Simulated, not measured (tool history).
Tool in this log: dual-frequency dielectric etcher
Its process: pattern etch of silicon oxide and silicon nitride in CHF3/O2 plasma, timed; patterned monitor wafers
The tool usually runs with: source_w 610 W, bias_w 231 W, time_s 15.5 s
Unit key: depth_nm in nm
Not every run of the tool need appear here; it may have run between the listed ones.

run   hour  source_w  bias_w  time_s  wafers since the last listed run  hours since the last wet clean  hours since the last source power generator calibration  hours since the last bias power generator calibration  hours since the last upper electrode change  hours since the gauge calibration  read-back reference wafer on the same gauge, depth_nm  depth_nm
  1    0.0       610     203    13.5                                 0                           433.0                                                   2569.6                                                 3972.3                                       3304.5                             1040.1                                                  26.25     20.08
  2   12.9       610     231    15.5                               237                           445.9                                                   2582.5                                                 3985.2                                       3317.4                             1053.0                                                  26.25     23.95
      26.0  -- source power generator calibrated
      40.0  -- wet clean of the chamber
  3   40.5       610     231    15.5                               176                             0.5                                                     14.5                                                 4012.8                                       3345.0                             1080.6                                                  26.23     22.33
  4   65.0       610     231    15.5                               450                            25.0                                                     39.0                                                 4037.3                                       3369.5                             1105.1                                                  26.34     22.48
      65.3  -- gauge calibrated
  5   97.9       610     187    15.5                               604                            57.9                                                     71.9                                                 4070.2                                       3402.4                               32.6                                                  26.29     21.33
  6  131.4       610     231    16.5                               615                            91.4                                                    105.4                                                 4103.7                                       3435.9                               66.1                                                  26.35     23.96
  7  149.6       610     231    17.0                               334                           109.6                                                    123.6                                                 4121.9                                       3454.1                               84.3                                                  26.33     24.49
  8  182.8       570     263    13.5                               610                           142.8                                                    156.8                                                 4155.1                                       3487.3                              117.5                                                  26.34     19.83
  9  233.5       610     231    15.5                               931                           193.5                                                    207.5                                                 4205.8                                       3538.0                              168.2                                                  26.24     22.79
 10  268.3       610     254    19.5                               639                           228.3                                                    242.3                                                 4240.6                                       3572.8                              203.0                                                  26.32     29.26
     308.4  -- wet clean of the chamber, repeated, since the last time left the tool worse
 11  308.9       610     269    15.5                               305                             0.5                                                    282.9                                                 4281.2                                       3613.4                              243.6                                                  26.33     24.31
 12  329.2       610     231    15.5                               373                            20.8                                                    303.2                                                 4301.5                                       3633.7                              263.9                                                  26.24     23.37
 13  351.9       610     231    15.5                               417                            43.5                                                    325.9                                                 4324.2                                       3656.4                              286.6                                                  26.25     23.33
 14  382.2       610     231    19.0                               556                            73.8                                                    356.2                                                 4354.5                                       3686.7                              316.9                                                  26.30     28.57
 15  410.5       570     231    17.0                               520                           102.1                                                    384.5                                                 4382.8                                       3715.0                              345.2                                                  26.31     24.77
     459.0  -- upper electrode replaced
 16  459.5       730     261    15.5                               459                           151.1                                                    433.5                                                 4431.8                                          0.5                              394.2                                                  26.33     26.48
 17  471.8       610     231    15.5                               226                           163.4                                                    445.8                                                 4444.1                                         12.8                              406.5                                                  26.36     23.53
     519.7  -- bias power generator calibrated
 18  573.5       710     268    13.5                              1795                           265.1                                                    547.5                                                   53.8                                        114.5                              508.2                                                  26.34     23.04
 19  599.3       610     231    16.5                               474                           290.9                                                    573.3                                                   79.6                                        140.3                              534.0                                                  26.34     25.53
 20  624.6       610     231    12.0                               465                           316.2                                                    598.6                                                  104.9                                        165.6                              559.3                                                  26.28     18.46

Forecast run 21:
 21  649.7       540     231    15.5                               461                           341.3                                                    623.7                                                  130.0                                        190.7                              584.4                                                      ?         ?

Run 21 came out at read-back reference wafer on the same gauge, depth_nm 26.23, depth_nm 22.41 nm.
The same run, on a tool lacking any hidden state, would have yielded depth_nm 22.00 nm.

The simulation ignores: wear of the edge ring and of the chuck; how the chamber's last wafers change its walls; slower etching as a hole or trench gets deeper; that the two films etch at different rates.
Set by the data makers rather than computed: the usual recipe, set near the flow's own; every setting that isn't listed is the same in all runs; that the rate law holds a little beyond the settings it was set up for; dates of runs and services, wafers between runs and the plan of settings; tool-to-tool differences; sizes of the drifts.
